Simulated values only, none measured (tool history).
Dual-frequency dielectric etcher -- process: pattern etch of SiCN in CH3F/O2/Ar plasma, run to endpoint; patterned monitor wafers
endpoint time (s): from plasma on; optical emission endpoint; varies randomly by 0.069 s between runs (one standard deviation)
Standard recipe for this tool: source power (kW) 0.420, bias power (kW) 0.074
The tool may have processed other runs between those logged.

run   hour  source power (kW)  bias power (kW)  incoming incoming film thickness, nm  endpoint time (s)
  1    0.0              0.420            0.074                                  8.71               22.1
  2   12.6              0.420            0.074                                  8.89               22.3
  3   20.7              0.420            0.074                                  8.74               21.9
  4   36.7              0.420            0.074                                  8.81               22.2
  5   44.8              0.420            0.074                                  8.83               22.2
      57.6  -- source power generator calibrated
  6   58.1              0.420            0.074                                  8.77               22.0
  7   65.5              0.420            0.074                                  8.76               21.9
  8   81.1              0.330            0.079                                  8.84               23.8
     109.0  -- bias power generator calibrated
     117.1  -- wet clean of the chamber
     120.4  -- upper electrode replaced
  9  120.9              0.510            0.064                                  8.89               23.0
 10  121.3              0.380            0.080                                  8.88               23.2
 11  124.0              0.420            0.074                                  8.79               22.9
 12  140.4              0.420            0.074                                  8.77               22.8
 13  156.3              0.350            0.074                                  8.87               24.8
 14  166.4              0.320            0.058                                  8.80               29.1

4 ways to go on from here, each from the tool as it stands after run 14. What would each give?
  A  166.8              0.420            0.064                                  8.80                  ?
  B  166.8              0.370            0.088                                  8.80                  ?
  C  166.8              0.490            0.064                                  8.80                  ?
  D  166.8              0.330            0.087                                  8.80                  ?

run  endpoint time (s)
  A               24.5
  B               22.0
  C               23.0
  D               23.2
Take away the tool's hidden state, keep each run's random variation, and the runs would have read:
run  endpoint time (s)
  A               24.7
  B               22.2
  C               23.1
  D               23.4
